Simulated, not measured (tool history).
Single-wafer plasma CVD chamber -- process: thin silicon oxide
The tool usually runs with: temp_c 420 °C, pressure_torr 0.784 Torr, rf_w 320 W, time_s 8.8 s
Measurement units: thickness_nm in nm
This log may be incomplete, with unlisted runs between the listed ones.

run,hour,temp_c,pressure_torr,rf_w,time_s,"read-back reference wafer on the same gauge, thickness_nm",thickness_nm
1,0,431,0.784,320,8.8,13.89,16.958
2,18.1,431,0.784,320,8.8,13.896,16.997
# hour 27.4: capacitance manometer re-zeroed and calibrated, repeated, since the last time left the tool worse
3,43.3,420,0.784,320,8.8,13.92,15.836
4,76.8,420,0.784,320,8.8,13.893,15.643
5,108.2,420,0.784,320,8.8,13.891,15.661
6,127.9,408,0.784,295,8.8,13.912,15.453
7,140.8,434,0.888,320,8.8,13.901,17.363
8,172.3,428,0.784,285,8.8,13.906,14.821
9,193.1,420,0.914,320,8.8,13.888,18.062
10,226,420,0.784,320,8.8,13.9,15.609
11,252.7,415,0.671,290,8.34,13.902,12.128
12,271.7,420,0.784,320,8.8,13.912,15.667
13,286,420,0.784,320,8.8,13.893,15.535
14,308.1,420,0.784,265,10.49,13.902,17.115
15,333.4,426,0.784,285,8.8,13.908,14.696
16,356.6,420,0.784,320,8.8,13.91,15.49
17,373.6,413,0.935,320,7.89,13.892,16.389
# hour 392.8: showerhead replaced
18,394.1,420,0.784,320,8.8,13.919,15.412
19,416.4,427,0.784,320,10.27,13.889,17.846
20,440,434,0.784,320,9.85,13.904,17.221
21,465.9,425,0.641,300,8.8,13.907,12.149
22,493.7,429,0.784,320,8.8,13.887,15.2
23,514,433,0.784,285,8.8,13.883,14.61
24,532.5,428,0.972,320,8.8,13.897,18.432
25,564.3,424,0.784,260,8.8,13.901,14.088
26,578.3,420,0.834,320,8.8,13.903,16.355
27,591.5,415,0.728,365,8.8,13.901,14.976
28,612.3,420,0.89,320,7.74,13.911,15.187
29,637.5,405,0.705,320,10.23,13.89,16.077

Some steps in thickness_nm, run to run, broken into two amounts with sign: the step expected even without the hidden condition (settings, incoming material, random variation), and the rest, left for the hidden condition together with whatever gauge scatter is not in both the measured and the hidden-condition-free result:
The hidden state here: wafer temperature above the value expected at the setpoint (K); delivered RF power above the setpoint (%); true pressure above the setpoint (%); gauge reads high (%).
Run 2 -> 3: temp_c 431 -> 420, capacitance manometer re-zeroed and calibrated, repeated, since the last time left the tool worse. thickness_nm -1.161 nm: hidden state -1.294, all else +0.133.
Run 20 -> 21: temp_c 434 -> 425, pressure_torr 0.784 -> 0.641, rf_w 320 -> 300, time_s 9.85 -> 8.8. thickness_nm -5.072 nm: hidden state +0.056, all else -5.128.
Run 24 -> 25: temp_c 428 -> 424, pressure_torr 0.972 -> 0.784, rf_w 320 -> 260. thickness_nm -4.344 nm: hidden state +0.038, all else -4.382.
Run 28 -> 29: temp_c 420 -> 405, pressure_torr 0.89 -> 0.705, time_s 7.74 -> 10.23. thickness_nm +0.89 nm: hidden state -0.118, all else +1.008.
